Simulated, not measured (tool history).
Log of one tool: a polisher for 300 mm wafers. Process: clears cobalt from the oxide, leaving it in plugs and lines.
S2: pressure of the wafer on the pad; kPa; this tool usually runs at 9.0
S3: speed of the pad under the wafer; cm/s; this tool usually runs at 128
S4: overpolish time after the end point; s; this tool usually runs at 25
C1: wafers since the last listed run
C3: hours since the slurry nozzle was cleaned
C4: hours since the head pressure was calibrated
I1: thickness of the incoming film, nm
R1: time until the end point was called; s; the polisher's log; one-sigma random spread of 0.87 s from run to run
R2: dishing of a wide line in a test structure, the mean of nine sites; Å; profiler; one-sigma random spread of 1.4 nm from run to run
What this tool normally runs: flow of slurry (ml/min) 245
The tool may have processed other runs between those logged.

Run 1, day 0.000: usual settings; C1 0; wafers polished on this pad 753; C3 69.0; C4 326.3; I1 179.6. Result: R1 56.5 s, R2 601 Å.
Run 2, day 2.638: usual settings but flow of slurry (ml/min) 275, S3 160 cm/s; C1 359; wafers polished on this pad 1113; C3 132.3; C4 389.6; I1 183.3. Result: R1 47.9 s, R2 656 Å.
Run 3, day 7.467: usual settings but S3 160 cm/s; C1 658; wafers polished on this pad 1771; C3 248.2; C4 505.5; I1 181.7. Result: R1 49.1 s, R2 648 Å.
Run 4, day 10.442: usual settings but S3 160 cm/s; C1 405; wafers polished on this pad 2177; C3 319.6; C4 576.9; I1 179.6. Result: R1 48.7 s, R2 653 Å.
At day 12.392: head pressure recalibrated.
Run 5, day 12.412: usual settings but S3 160 cm/s; C1 257; wafers polished on this pad 2434; C3 366.9; C4 0.5; I1 178.6. Result: R1 49.3 s, R2 648 Å.
Run 6, day 15.146: usual settings; C1 372; wafers polished on this pad 2807; C3 432.5; C4 66.1; I1 178.4. Result: R1 58.7 s, R2 568 Å.
Run 7, day 17.808: usual settings; C1 362; wafers polished on this pad 3170; C3 496.4; C4 130.0; I1 182.0. Result: R1 61.1 s, R2 554 Å.
At day 19.758: worn pad replaced by a new one.
Run 8, day 21.300: usual settings; C1 453; wafers polished on this pad 210; C3 580.2; C4 213.8; I1 181.0. Result: R1 59.5 s, R2 560 Å.
Run 9, day 23.442: usual settings; C1 291; wafers polished on this pad 502; C3 631.6; C4 265.2; I1 182.0. Result: R1 60.9 s, R2 572 Å.
Run 10, day 25.283: usual settings; C1 251; wafers polished on this pad 753; C3 675.8; C4 309.4; I1 177.2. Result: R1 60.9 s, R2 582 Å.
Run 11, day 26.579: usual settings; C1 176; wafers polished on this pad 930; C3 706.9; C4 340.5; I1 176.7. Result: R1 59.8 s, R2 571 Å.
Run 12, day 28.275: usual settings but S2 6.2 kPa, S3 116 cm/s; C1 231; wafers polished on this pad 1161; C3 747.6; C4 381.2; I1 181.9. Result: R1 82.1 s, R2 457 Å.
At day 28.400: slurry nozzle cleaned.
Run 13, day 30.454: usual settings but flow of slurry (ml/min) 210, S2 6.2 kPa, S3 106 cm/s, S4 33 s; C1 291; wafers polished on this pad 1452; C3 49.3; C4 433.5; I1 179.3. Result: R1 79.9 s, R2 573 Å.
Run 14, day 32.083: usual settings but flow of slurry (ml/min) 220, S3 108 cm/s; C1 222; wafers polished on this pad 1674; C3 88.4; C4 472.6; I1 182.9. Result: R1 65.5 s, R2 552 Å.
Run 15, day 33.488: usual settings but flow of slurry (ml/min) 285, S2 11.0 kPa, S4 15 s; C1 191; wafers polished on this pad 1866; C3 122.1; C4 506.3; I1 181.0. Result: R1 48.3 s, R2 450 Å.
Run 16, day 35.296: usual settings; C1 246; wafers polished on this pad 2112; C3 165.5; C4 549.7; I1 178.8. Result: R1 55.1 s, R2 570 Å.
At day 35.633: head pressure recalibrated.
Run 17, day 36.908: usual settings but flow of slurry (ml/min) 205, S3 158 cm/s, S4 32 s; C1 208; wafers polished on this pad 2321; C3 204.2; C4 30.6; I1 178.6. Result: R1 49.5 s, R2 680 Å.
At day 44.679: worn pad replaced by a new one.
Run 18, day 44.700: usual settings but flow of slurry (ml/min) 210, S2 7.6 kPa, S3 96 cm/s, S4 16 s; C1 1039; wafers polished on this pad 2; C3 391.2; C4 217.6; I1 177.8. Result: R1 82.8 s, R2 330 Å.
Run 19, day 47.467: usual settings but S4 32 s; C1 377; wafers polished on this pad 380; C3 457.6; C4 284.0; I1 180.9. Result: R1 58.9 s, R2 670 Å.
Run 20, day 49.267: usual settings but flow of slurry (ml/min) 330, S2 8.3 kPa, S3 154 cm/s, S4 14 s; C1 245; wafers polished on this pad 625; C3 500.8; C4 327.2; I1 177.7. Result: R1 50.7 s, R2 437 Å.
Run 21, day 55.338: usual settings but flow of slurry (ml/min) 275, S4 19 s; C1 827; wafers polished on this pad 1453; C3 646.5; C4 472.9; I1 180.5. Result: R1 58.4 s, R2 462 Å.
At day 57.492: head pressure recalibrated.
Run 22, day 57.750: usual settings; C1 317; wafers polished on this pad 1770; C3 704.4; C4 6.2; I1 180.9. Result: R1 58.8 s, R2 566 Å.
Run 23, day 60.596: usual settings but flow of slurry (ml/min) 265, S2 5.5 kPa; C1 387; wafers polished on this pad 2158; C3 772.7; C4 74.5; I1 180.8. Result: R1 77.7 s, R2 474 Å.
At day 61.004: slurry nozzle cleaned.
Run 24, day 63.321: usual settings but S3 170 cm/s, S4 18 s; C1 365; wafers polished on this pad 2524; C3 55.6; C4 139.9; I1 178.1. Result: R1 44.8 s, R2 582 Å.
Run 25, day 65.996: usual settings; C1 364; wafers polished on this pad 2889; C3 119.8; C4 204.1; I1 177.6. Result: R1 56.4 s, R2 588 Å.
At day 69.329: worn pad replaced by a new one.
Run 26, day 72.512: usual settings but flow of slurry (ml/min) 185, S2 6.2 kPa, S4 32 s; C1 865; wafers polished on this pad 433; C3 276.2; C4 360.5; I1 181.0. Result: R1 75.8 s, R2 584 Å.
Run 27, day 75.112: usual settings but flow of slurry (ml/min) 215, S2 11.7 kPa, S3 102 cm/s, S4 32 s; C1 354; wafers polished on this pad 788; C3 338.6; C4 422.9; I1 182.4. Result: R1 58.8 s, R2 685 Å.
Run 28, day 77.238: usual settings but flow of slurry (ml/min) 275, S3 160 cm/s; C1 289; wafers polished on this pad 1078; C3 389.6; C4 473.9; I1 179.4. Result: R1 47.8 s, R2 645 Å.
Run 29, day 79.750: usual settings but flow of slurry (ml/min) 195; C1 342; wafers polished on this pad 1420; C3 449.9; C4 534.2; I1 178.9. Result: R1 60.8 s, R2 559 Å.
Run 30, day 81.146: usual settings but flow of slurry (ml/min) 185, S2 12.4 kPa; C1 190; wafers polished on this pad 1610; C3 483.4; C4 567.7; I1 178.9. Result: R1 50.3 s, R2 646 Å.
Run 31, day 83.554: usual settings; C1 328; wafers polished on this pad 1939; C3 541.2; C4 625.5; I1 179.8. Result: R1 60.5 s, R2 579 Å.
At day 84.696: head pressure recalibrated.
Run 32, day 88.175: usual settings but S2 11.7 kPa; C1 618; wafers polished on this pad 2557; C3 652.1; C4 83.5; I1 178.3. Result: R1 48.5 s, R2 645 Å.
Run 33, day 89.492: usual settings but S2 7.6 kPa; C1 179; wafers polished on this pad 2737; C3 683.7; C4 115.1; I1 183.3. Result: R1 66.5 s, R2 539 Å.
Run 34, day 91.679: usual settings but S2 11.7 kPa, S3 158 cm/s, S4 32 s; C1 298; wafers polished on this pad 3035; C3 736.2; C4 167.6; I1 176.2. Result: R1 41.5 s, R2 788 Å.

Consider 4 possible next runs. They are alternatives, not a sequence: every one starts from the tool as it was left by run 34. What does each give?
Run A, day 91.700: usual settings but S2 10.3 kPa; C1 2; wafers polished on this pad 3038; C3 736.7; C4 168.1; I1 178.7. Result: R1 ?, R2 ?.
Run B, day 91.700: usual settings but flow of slurry (ml/min) 295, S2 7.6 kPa, S3 168 cm/s, S4 16 s; C1 2; wafers polished on this pad 3038; C3 736.7; C4 168.1; I1 178.7. Result: R1 ?, R2 ?.
Run C, day 91.700: usual settings but flow of slurry (ml/min) 175, S2 6.2 kPa, S3 112 cm/s, S4 14 s; C1 2; wafers polished on this pad 3038; C3 736.7; C4 168.1; I1 178.7. Result: R1 ?, R2 ?.
Run D, day 91.700: usual settings but flow of slurry (ml/min) 295, S2 10.3 kPa, S3 140 cm/s; C1 2; wafers polished on this pad 3038; C3 736.7; C4 168.1; I1 178.7. Result: R1 ?, R2 ?.

run    R1   R2
  A  54.3  598
  B  51.9  461
  C  88.6  274
  D  49.1  633
Had the tool no hidden state, the same runs would have come out as:
run    R1   R2
  A  50.1  626
  B  48.5  483
  C  79.1  301
  D  45.9  656
